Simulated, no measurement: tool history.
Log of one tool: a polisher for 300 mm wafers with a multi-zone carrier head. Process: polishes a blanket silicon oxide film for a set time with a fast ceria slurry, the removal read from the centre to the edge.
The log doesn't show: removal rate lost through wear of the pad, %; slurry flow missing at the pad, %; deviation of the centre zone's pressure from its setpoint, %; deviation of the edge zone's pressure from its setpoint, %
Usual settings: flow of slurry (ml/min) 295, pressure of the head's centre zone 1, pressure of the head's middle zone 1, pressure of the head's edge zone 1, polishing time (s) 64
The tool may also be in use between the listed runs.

run	hour	flow of slurry (ml/min)	pressure of the head's centre zone	pressure of the head's middle zone	pressure of the head's edge zone	polishing time (s)	wafers since the last listed run	wafers polished on this pad	hours since the slurry nozzle was cleaned	hours since the centre zone pressure was calibrated	hours since the edge zone pressure was calibrated	hours since the carrier head's membrane was replaced	incoming thickness of the incoming film, nm	film removed at the wafer's centre (nm)	film removed at mid-radius (nm)
1	0	295	0.92	1	1.04	64	0	1868	492.2	680.4	706.8	172.4	3231.9	917.6	1003.7
# hour 0.6: centre zone pressure recalibrated
2	36.1	295	0.92	1	1.04	64	416	2284	528.3	35.5	742.9	208.5	3285.7	896.5	1006.7
# hour 47.4: slurry nozzle cleaned
# hour 94.3: worn pad replaced by a new one
3	96.5	295	1	1	1	64	650	25	49.1	95.9	803.3	268.9	3322.4	1025.4	1023.4
4	129.4	375	1	1	0.91	64	386	411	82	128.8	836.2	301.8	3272.9	1028.4	1059.8
5	173.8	295	0.97	1	1	64	521	932	126.4	173.2	880.6	346.2	3247	987.6	1052
6	234.8	295	0.97	1	1	64	715	1648	187.4	234.2	941.6	407.2	3223.6	986.4	1025.9
7	347	295	0.97	1	1	64	1316	2965	299.6	346.4	1053.8	519.4	3233	983.5	1041
# hour 371.6: worn pad replaced by a new one
8	410.5	295	1	1	1	64	698	456	363.1	409.9	1117.3	582.9	3281	1020.7	1028.7
# hour 447.8: edge zone pressure recalibrated
9	450.7	295	1	1	1	64	448	905	403.3	450.1	2.9	623.1	3266.4	1017.1	1031.3
10	510.8	295	1	1	1	64	705	1610	463.4	510.2	63	683.2	3209	1007.6	1027.3
# hour 522.9: carrier head's membrane replaced by a new one
11	552.2	385	1	1.06	1	64	427	2037	504.8	551.6	104.4	29.3	3237.1	1015	1089.4
12	596.3	295	1	0.95	0.91	64	517	2555	548.9	595.7	148.5	73.4	3302.7	985.9	981.6

Run 13 comes next. What will it give?
# hour 639.2: worn pad replaced by a new one
13	648.5	295	1	1	1	64	565	108	601.1	647.9	200.7	125.6	3219.3	?	?

film removed at the wafer's centre (nm): 979.2
film removed at mid-radius (nm): 1012.9
Without the tool's hidden state the same run would have given film removed at the wafer's centre (nm) 1013.5, film removed at mid-radius (nm) 1044.7.

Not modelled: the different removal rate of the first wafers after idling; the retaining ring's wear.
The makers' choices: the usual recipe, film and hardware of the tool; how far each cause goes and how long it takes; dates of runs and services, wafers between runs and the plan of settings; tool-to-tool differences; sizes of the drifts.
